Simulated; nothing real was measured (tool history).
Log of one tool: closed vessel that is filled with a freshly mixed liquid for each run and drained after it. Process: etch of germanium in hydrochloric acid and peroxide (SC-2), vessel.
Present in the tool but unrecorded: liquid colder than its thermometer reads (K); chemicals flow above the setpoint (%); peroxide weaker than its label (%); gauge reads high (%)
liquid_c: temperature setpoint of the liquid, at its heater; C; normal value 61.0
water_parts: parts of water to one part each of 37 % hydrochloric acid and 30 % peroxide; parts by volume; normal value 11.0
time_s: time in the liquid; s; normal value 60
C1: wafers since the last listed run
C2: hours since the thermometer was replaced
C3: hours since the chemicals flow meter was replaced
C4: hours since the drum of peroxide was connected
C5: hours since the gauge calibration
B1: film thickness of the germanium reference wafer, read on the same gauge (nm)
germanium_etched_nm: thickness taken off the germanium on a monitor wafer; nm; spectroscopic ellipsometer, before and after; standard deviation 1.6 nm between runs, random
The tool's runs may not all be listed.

run 1 hour=0.0 | liquid_c=61.0 water_parts=11.0 time_s=85 | C1=0 C2=958.1 C3=456.7 C4=170.7 C5=2729.1 | B1=130.02 | germanium_etched_nm=228.96
-- hour=7.8 gauge calibrated
-- hour=21.3 chemicals flow meter replaced
run 2 hour=58.9 | liquid_c=61.0 water_parts=11.0 time_s=85 | C1=6834 C2=1017.0 C3=37.6 C4=229.6 C5=51.1 | B1=129.99 | germanium_etched_nm=224.23
run 3 hour=129.7 | liquid_c=61.0 water_parts=11.0 time_s=60 | C1=8357 C2=1087.8 C3=108.4 C4=300.4 C5=121.9 | B1=130.00 | germanium_etched_nm=162.34
run 4 hour=182.9 | liquid_c=61.0 water_parts=11.0 time_s=60 | C1=6279 C2=1141.0 C3=161.6 C4=353.6 C5=175.1 | B1=130.00 | germanium_etched_nm=162.18
run 5 hour=250.9 | liquid_c=61.0 water_parts=14.5 time_s=70 | C1=8026 C2=1209.0 C3=229.6 C4=421.6 C5=243.1 | B1=129.98 | germanium_etched_nm=179.79
run 6 hour=304.6 | liquid_c=61.0 water_parts=14.0 time_s=80 | C1=6338 C2=1262.7 C3=283.3 C4=475.3 C5=296.8 | B1=130.01 | germanium_etched_nm=204.52
run 7 hour=335.9 | liquid_c=61.0 water_parts=14.0 time_s=60 | C1=3694 C2=1294.0 C3=314.6 C4=506.6 C5=328.1 | B1=130.00 | germanium_etched_nm=151.45
-- hour=363.3 new drum of peroxide connected
run 8 hour=401.7 | liquid_c=61.0 water_parts=16.0 time_s=60 | C1=7649 C2=1359.8 C3=380.4 C4=38.4 C5=393.9 | B1=130.01 | germanium_etched_nm=151.11
run 9 hour=460.4 | liquid_c=55.5 water_parts=8.0 time_s=60 | C1=6929 C2=1418.5 C3=439.1 C4=97.1 C5=452.6 | B1=129.99 | germanium_etched_nm=141.02
run 10 hour=511.6 | liquid_c=61.0 water_parts=11.0 time_s=60 | C1=6043 C2=1469.7 C3=490.3 C4=148.3 C5=503.8 | B1=130.00 | germanium_etched_nm=157.33
-- hour=570.8 chemicals flow meter replaced
run 11 hour=574.3 | liquid_c=61.0 water_parts=11.0 time_s=60 | C1=7283 C2=1532.4 C3=3.5 C4=211.0 C5=566.5 | B1=130.00 | germanium_etched_nm=158.34
run 12 hour=633.1 | liquid_c=69.5 water_parts=16.5 time_s=80 | C1=6940 C2=1591.2 C3=62.3 C4=269.8 C5=625.3 | B1=130.01 | germanium_etched_nm=247.59
run 13 hour=670.0 | liquid_c=61.0 water_parts=16.0 time_s=45 | C1=4355 C2=1628.1 C3=99.2 C4=306.7 C5=662.2 | B1=130.00 | germanium_etched_nm=113.05
run 14 hour=733.4 | liquid_c=65.5 water_parts=7.5 time_s=60 | C1=7483 C2=1691.5 C3=162.6 C4=370.1 C5=725.6 | B1=130.01 | germanium_etched_nm=185.63
-- hour=752.7 thermometer replaced
run 15 hour=762.1 | liquid_c=57.0 water_parts=11.0 time_s=35 | C1=3269 C2=9.4 C3=191.3 C4=398.8 C5=754.3 | B1=130.00 | germanium_etched_nm=86.90
run 16 hour=826.1 | liquid_c=57.5 water_parts=11.0 time_s=50 | C1=7554 C2=73.4 C3=255.3 C4=462.8 C5=818.3 | B1=129.98 | germanium_etched_nm=125.75
run 17 hour=882.4 | liquid_c=61.0 water_parts=11.0 time_s=60 | C1=6645 C2=129.7 C3=311.6 C4=519.1 C5=874.6 | B1=129.99 | germanium_etched_nm=166.77
-- hour=921.4 new drum of peroxide connected
run 18 hour=927.4 | liquid_c=57.5 water_parts=14.5 time_s=30 | C1=5193 C2=174.7 C3=356.6 C4=6.0 C5=919.6 | B1=130.00 | germanium_etched_nm=71.82
run 19 hour=990.4 | liquid_c=61.0 water_parts=15.0 time_s=80 | C1=7436 C2=237.7 C3=419.6 C4=69.0 C5=982.6 | B1=130.01 | germanium_etched_nm=212.31
-- hour=1016.8 chemicals flow meter replaced
run 20 hour=1019.1 | liquid_c=56.0 water_parts=15.5 time_s=70 | C1=3269 C2=266.4 C3=2.3 C4=97.7 C5=1011.3 | B1=130.01 | germanium_etched_nm=157.39
run 21 hour=1060.7 | liquid_c=69.0 water_parts=11.0 time_s=60 | C1=4910 C2=308.0 C3=43.9 C4=139.3 C5=1052.9 | B1=129.98 | germanium_etched_nm=205.43
run 22 hour=1111.4 | liquid_c=61.0 water_parts=11.0 time_s=90 | C1=5984 C2=358.7 C3=94.6 C4=190.0 C5=1103.6 | B1=130.00 | germanium_etched_nm=246.02
run 23 hour=1153.6 | liquid_c=56.0 water_parts=16.0 time_s=35 | C1=4981 C2=400.9 C3=136.8 C4=232.2 C5=1145.8 | B1=130.02 | germanium_etched_nm=77.98
run 24 hour=1200.5 | liquid_c=61.0 water_parts=6.0 time_s=80 | C1=5536 C2=447.8 C3=183.7 C4=279.1 C5=1192.7 | B1=130.00 | germanium_etched_nm=226.49
run 25 hour=1232.2 | liquid_c=61.0 water_parts=11.0 time_s=60 | C1=3741 C2=479.5 C3=215.4 C4=310.8 C5=1224.4 | B1=130.00 | germanium_etched_nm=159.39
run 26 hour=1266.9 | liquid_c=65.0 water_parts=7.5 time_s=90 | C1=4096 C2=514.2 C3=250.1 C4=345.5 C5=1259.1 | B1=130.01 | germanium_etched_nm=282.67
run 27 hour=1293.2 | liquid_c=61.0 water_parts=11.0 time_s=60 | C1=3104 C2=540.5 C3=276.4 C4=371.8 C5=1285.4 | B1=129.99 | germanium_etched_nm=162.78
run 28 hour=1351.4 | liquid_c=61.0 water_parts=11.0 time_s=90 | C1=6869 C2=598.7 C3=334.6 C4=430.0 C5=1343.6 | B1=129.99 | germanium_etched_nm=245.97
run 29 hour=1388.3 | liquid_c=61.0 water_parts=11.0 time_s=60 | C1=4355 C2=635.6 C3=371.5 C4=466.9 C5=1380.5 | B1=129.99 | germanium_etched_nm=163.23

Predict each of these 5 candidate next runs independently; none follows another, all start after run 29:
run A hour=1389.0 | liquid_c=61.0 water_parts=11.0 time_s=60 | C1=82 C2=636.3 C3=372.2 C4=467.6 C5=1381.2 | B1=? | germanium_etched_nm=?
run B hour=1389.0 | liquid_c=68.5 water_parts=11.0 time_s=45 | C1=82 C2=636.3 C3=372.2 C4=467.6 C5=1381.2 | B1=? | germanium_etched_nm=?
run C hour=1389.0 | liquid_c=70.5 water_parts=13.0 time_s=30 | C1=82 C2=636.3 C3=372.2 C4=467.6 C5=1381.2 | B1=? | germanium_etched_nm=?
run D hour=1389.0 | liquid_c=69.0 water_parts=14.5 time_s=60 | C1=82 C2=636.3 C3=372.2 C4=467.6 C5=1381.2 | B1=? | germanium_etched_nm=?
run E hour=1389.0 | liquid_c=67.0 water_parts=15.0 time_s=60 | C1=82 C2=636.3 C3=372.2 C4=467.6 C5=1381.2 | B1=? | germanium_etched_nm=?

run=A B1=130.02 germanium_etched_nm=164.97
run=B B1=130.02 germanium_etched_nm=153.24
run=C B1=130.02 germanium_etched_nm=105.30
run=D B1=130.02 germanium_etched_nm=198.42
run=E B1=130.02 germanium_etched_nm=186.70
Take away the tool's hidden state, keep each run's random variation, and the runs would have read:
run=A germanium_etched_nm=169.95
run=B germanium_etched_nm=157.64
run=C germanium_etched_nm=108.25
run=D germanium_etched_nm=204.00
run=E germanium_etched_nm=192.00
